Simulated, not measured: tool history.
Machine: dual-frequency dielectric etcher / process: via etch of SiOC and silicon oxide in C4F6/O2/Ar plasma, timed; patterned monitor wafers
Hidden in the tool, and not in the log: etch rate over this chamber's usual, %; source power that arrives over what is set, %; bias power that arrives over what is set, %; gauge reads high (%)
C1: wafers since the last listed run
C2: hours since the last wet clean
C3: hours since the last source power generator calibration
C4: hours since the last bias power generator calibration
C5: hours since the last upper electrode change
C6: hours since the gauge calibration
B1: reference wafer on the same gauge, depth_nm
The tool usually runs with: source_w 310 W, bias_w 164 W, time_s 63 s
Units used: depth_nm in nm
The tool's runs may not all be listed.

run 1 hour=0 | source_w=310 bias_w=164 time_s=63 | C1=0 C2=145.9 C3=2007.1 C4=3415.8 C5=2802.8 C6=100.7 | B1=62.1 | depth_nm=61.1
run 2 hour=31.1 | source_w=310 bias_w=164 time_s=63 | C1=449 C2=177 C3=2038.2 C4=3446.9 C5=2833.9 C6=131.8 | B1=62.1 | depth_nm=61.5
run 3 hour=45.5 | source_w=310 bias_w=164 time_s=63 | C1=208 C2=191.4 C3=2052.6 C4=3461.3 C5=2848.3 C6=146.2 | B1=62.1 | depth_nm=61.3
run 4 hour=71.4 | source_w=310 bias_w=164 time_s=63 | C1=374 C2=217.3 C3=2078.5 C4=3487.2 C5=2874.2 C6=172.1 | B1=62.1 | depth_nm=61.4
run 5 hour=107 | source_w=310 bias_w=164 time_s=63 | C1=514 C2=252.9 C3=2114.1 C4=3522.8 C5=2909.8 C6=207.7 | B1=62.1 | depth_nm=61.1
-- hour=127.2 source power generator calibrated
run 6 hour=137.8 | source_w=310 bias_w=164 time_s=63 | C1=387 C2=283.7 C3=10.6 C4=3553.6 C5=2940.6 C6=238.5 | B1=62.1 | depth_nm=60.4
run 7 hour=159 | source_w=260 bias_w=164 time_s=63 | C1=306 C2=304.9 C3=31.8 C4=3574.8 C5=2961.8 C6=259.7 | B1=62.1 | depth_nm=55.7
run 8 hour=182.2 | source_w=370 bias_w=149 time_s=46.5 | C1=335 C2=328.1 C3=55 C4=3598 C5=2985 C6=282.9 | B1=62.1 | depth_nm=46.1
run 9 hour=217.3 | source_w=240 bias_w=164 time_s=78 | C1=507 C2=363.2 C3=90.1 C4=3633.1 C5=3020.1 C6=318 | B1=62.1 | depth_nm=66.7
run 10 hour=236 | source_w=350 bias_w=138 time_s=52 | C1=270 C2=381.9 C3=108.8 C4=3651.8 C5=3038.8 C6=336.7 | B1=62.1 | depth_nm=48.5
run 11 hour=266.1 | source_w=310 bias_w=164 time_s=63 | C1=434 C2=412 C3=138.9 C4=3681.9 C5=3068.9 C6=366.8 | B1=62.1 | depth_nm=60.5
-- hour=301.2 bias power generator calibrated
run 12 hour=301.7 | source_w=310 bias_w=164 time_s=63 | C1=456 C2=447.6 C3=174.5 C4=0.5 C5=3104.5 C6=402.4 | B1=62.1 | depth_nm=60.4
run 13 hour=315 | source_w=340 bias_w=186 time_s=80.5 | C1=192 C2=460.9 C3=187.8 C4=13.8 C5=3117.8 C6=415.7 | B1=62.1 | depth_nm=85.2
-- hour=360.1 wet clean of the chamber
run 14 hour=360.6 | source_w=310 bias_w=164 time_s=46 | C1=312 C2=0.5 C3=233.4 C4=59.4 C5=3163.4 C6=461.3 | B1=62.1 | depth_nm=44.2
run 15 hour=373 | source_w=380 bias_w=132 time_s=63 | C1=179 C2=12.9 C3=245.8 C4=71.8 C5=3175.8 C6=473.7 | B1=62.1 | depth_nm=59.3
run 16 hour=396.5 | source_w=310 bias_w=164 time_s=63 | C1=339 C2=36.4 C3=269.3 C4=95.3 C5=3199.3 C6=497.2 | B1=62.1 | depth_nm=60.4
-- hour=408.3 source power generator calibrated, repeated, since the last time left the tool worse
run 17 hour=425.7 | source_w=310 bias_w=164 time_s=63 | C1=364 C2=65.6 C3=17.4 C4=124.5 C5=3228.5 C6=526.4 | B1=62.1 | depth_nm=62.3
run 18 hour=441.4 | source_w=340 bias_w=181 time_s=53.5 | C1=226 C2=81.3 C3=33.1 C4=140.2 C5=3244.2 C6=542.1 | B1=62.1 | depth_nm=57.5
-- hour=487.5 upper electrode replaced
run 19 hour=488 | source_w=360 bias_w=164 time_s=63 | C1=326 C2=127.9 C3=79.7 C4=186.8 C5=0.5 C6=588.7 | B1=62.1 | depth_nm=66.6
run 20 hour=513.2 | source_w=310 bias_w=132 time_s=63 | C1=364 C2=153.1 C3=104.9 C4=212 C5=25.7 C6=613.9 | B1=62.1 | depth_nm=56
run 21 hour=540.3 | source_w=310 bias_w=164 time_s=63 | C1=391 C2=180.2 C3=132 C4=239.1 C5=52.8 C6=641 | B1=62.1 | depth_nm=62.2
run 22 hour=557.2 | source_w=310 bias_w=164 time_s=63 | C1=244 C2=197.1 C3=148.9 C4=256 C5=69.7 C6=657.9 | B1=62.1 | depth_nm=62.5
run 23 hour=587.6 | source_w=230 bias_w=127 time_s=68.5 | C1=439 C2=227.5 C3=179.3 C4=286.4 C5=100.1 C6=688.3 | B1=62.1 | depth_nm=51.6
run 24 hour=616.3 | source_w=310 bias_w=131 time_s=63 | C1=414 C2=256.2 C3=208 C4=315.1 C5=128.8 C6=717 | B1=62.1 | depth_nm=55.8
run 25 hour=656.5 | source_w=310 bias_w=133 time_s=63 | C1=580 C2=296.4 C3=248.2 C4=355.3 C5=169 C6=757.2 | B1=62.1 | depth_nm=56.1
run 26 hour=677.6 | source_w=350 bias_w=164 time_s=44.5 | C1=304 C2=317.5 C3=269.3 C4=376.4 C5=190.1 C6=778.3 | B1=62.1 | depth_nm=46.4
run 27 hour=690.1 | source_w=310 bias_w=127 time_s=77.5 | C1=180 C2=330 C3=281.8 C4=388.9 C5=202.6 C6=790.8 | B1=62.1 | depth_nm=67.5
run 28 hour=719.9 | source_w=380 bias_w=164 time_s=63 | C1=430 C2=359.8 C3=311.6 C4=418.7 C5=232.4 C6=820.6 | B1=62.1 | depth_nm=68.2
run 29 hour=741.9 | source_w=310 bias_w=187 time_s=54.5 | C1=317 C2=381.8 C3=333.6 C4=440.7 C5=254.4 C6=842.6 | B1=62.1 | depth_nm=57.6

Alternative continuations, all from the tool just after run 29; predict every row:
run A hour=742.3 | source_w=310 bias_w=164 time_s=63 | C1=5 C2=382.2 C3=334 C4=441.1 C5=254.8 C6=843 | B1=? | depth_nm=?
run B hour=742.3 | source_w=260 bias_w=196 time_s=74.5 | C1=5 C2=382.2 C3=334 C4=441.1 C5=254.8 C6=843 | B1=? | depth_nm=?
run C hour=742.3 | source_w=350 bias_w=140 time_s=72 | C1=5 C2=382.2 C3=334 C4=441.1 C5=254.8 C6=843 | B1=? | depth_nm=?
run D hour=742.3 | source_w=370 bias_w=204 time_s=63 | C1=5 C2=382.2 C3=334 C4=441.1 C5=254.8 C6=843 | B1=? | depth_nm=?
run E hour=742.3 | source_w=270 bias_w=164 time_s=78.5 | C1=5 C2=382.2 C3=334 C4=441.1 C5=254.8 C6=843 | B1=? | depth_nm=?

run=A B1=62.1 depth_nm=62.2
run=B B1=62.1 depth_nm=74.1
run=C B1=62.1 depth_nm=69.5
run=D B1=62.1 depth_nm=74.6
run=E B1=62.1 depth_nm=72.9
Without the tool's unlogged condition, the same runs would have read:
run=A depth_nm=62.2
run=B depth_nm=74.1
run=C depth_nm=69.4
run=D depth_nm=74.6
run=E depth_nm=72.8
